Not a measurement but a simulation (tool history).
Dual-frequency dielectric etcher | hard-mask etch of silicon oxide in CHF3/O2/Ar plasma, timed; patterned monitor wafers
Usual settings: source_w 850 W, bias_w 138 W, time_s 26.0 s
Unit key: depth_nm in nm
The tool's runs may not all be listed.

run,hour,source_w,bias_w,time_s,wafers since the last listed run,hours since the last wet clean,hours since the last source power generator calibration,hours since the last bias power generator calibration,hours since the last upper electrode change,hours since the gauge calibration,"read-back reference wafer on the same gauge, depth_nm",depth_nm
1,0.0,850,138,26.0,0,279.9,2261.5,1189.0,1190.0,1425.2,44.5,54.4
2,67.1,850,138,26.0,1004,347.0,2328.6,1256.1,1257.1,1492.3,44.4,54.8
3,165.5,850,122,29.5,1473,445.4,2427.0,1354.5,1355.5,1590.7,44.5,60.2
# hour 246.4: wet clean of the chamber, repeated, since the last time left the tool worse
4,251.1,850,122,29.5,922,4.7,2512.6,1440.1,1441.1,1676.3,44.5,56.9
5,326.3,800,138,26.0,1126,79.9,2587.8,1515.3,1516.3,1751.5,44.5,50.9
6,432.3,800,138,26.0,1587,185.9,2693.8,1621.3,1622.3,1857.5,44.5,51.0
7,504.8,850,138,26.0,1085,258.4,2766.3,1693.8,1694.8,1930.0,44.5,52.0
8,567.7,850,138,26.0,942,321.3,2829.2,1756.7,1757.7,1992.9,44.6,52.4
9,620.3,850,138,26.0,787,373.9,2881.8,1809.3,1810.3,2045.5,44.4,52.2
10,717.2,980,161,18.0,1451,470.8,2978.7,1906.2,1907.2,2142.4,44.5,39.9
11,783.5,850,138,26.0,992,537.1,3045.0,1972.5,1973.5,2208.7,44.4,52.7
12,845.4,650,150,20.5,927,599.0,3106.9,2034.4,2035.4,2270.6,44.6,39.6
# hour 921.7: wet clean of the chamber
13,934.1,850,162,29.5,968,12.4,3195.6,2123.1,2124.1,2359.3,44.5,61.4
14,983.3,850,138,26.0,736,61.6,3244.8,2172.3,2173.3,2408.5,44.4,51.8
# hour 1020.1: bias power generator calibrated
15,1063.7,690,166,20.0,1144,142.0,3325.2,43.6,2253.7,2488.9,44.4,40.0
# hour 1140.1: gauge calibrated
16,1166.1,850,138,19.5,1533,244.4,3427.6,146.0,2356.1,26.0,44.5,39.2
17,1257.9,770,138,18.5,1374,336.2,3519.4,237.8,2447.9,117.8,44.5,36.2
# hour 1300.8: source power generator calibrated
# hour 1331.1: upper electrode replaced
18,1342.1,650,167,32.5,841,420.4,41.3,322.0,11.0,202.0,44.6,64.8
19,1402.8,970,128,20.0,909,481.1,102.0,382.7,71.7,262.7,44.6,41.7
20,1441.5,850,138,26.0,579,519.8,140.7,421.4,110.4,301.4,44.6,52.9
21,1517.4,910,138,26.0,1136,595.7,216.6,497.3,186.3,377.3,44.4,54.3
# hour 1566.1: wet clean of the chamber
22,1623.9,660,112,33.0,1235,57.8,323.1,603.8,292.8,483.8,44.4,57.2
23,1669.7,850,116,26.0,685,103.6,368.9,649.6,338.6,529.6,44.5,49.3
24,1723.5,1010,127,29.0,805,157.4,422.7,703.4,392.4,583.4,44.6,59.1
25,1783.7,850,123,32.0,901,217.6,482.9,763.6,452.6,643.6,44.6,61.7
26,1886.7,710,138,26.0,1542,320.6,585.9,866.6,555.6,746.6,44.4,49.7
27,1968.6,660,112,33.0,1226,402.5,667.8,948.5,637.5,828.5,44.5,58.1
28,2054.3,720,168,20.5,1283,488.2,753.5,1034.2,723.2,914.2,44.5,42.4
29,2148.0,990,110,26.0,1403,581.9,847.2,1127.9,816.9,1007.9,44.6,51.8

Branching from run 29: 4 alternative next runs. What would each branch give?
A,2148.4,850,138,18.5,5,582.3,847.6,1128.3,817.3,1008.3,?,?
B,2148.4,900,108,33.0,5,582.3,847.6,1128.3,817.3,1008.3,?,?
C,2148.4,850,120,26.0,5,582.3,847.6,1128.3,817.3,1008.3,?,?
D,2148.4,1000,111,32.0,5,582.3,847.6,1128.3,817.3,1008.3,?,?

run,"read-back reference wafer on the same gauge, depth_nm",depth_nm
A,44.5,37.7
B,44.5,63.8
C,44.5,50.9
D,44.5,64.4
Take away the tool's hidden state, keep each run's random variation, and the runs would have read:
run,depth_nm
A,36.9
B,62.5
C,49.9
D,63.1

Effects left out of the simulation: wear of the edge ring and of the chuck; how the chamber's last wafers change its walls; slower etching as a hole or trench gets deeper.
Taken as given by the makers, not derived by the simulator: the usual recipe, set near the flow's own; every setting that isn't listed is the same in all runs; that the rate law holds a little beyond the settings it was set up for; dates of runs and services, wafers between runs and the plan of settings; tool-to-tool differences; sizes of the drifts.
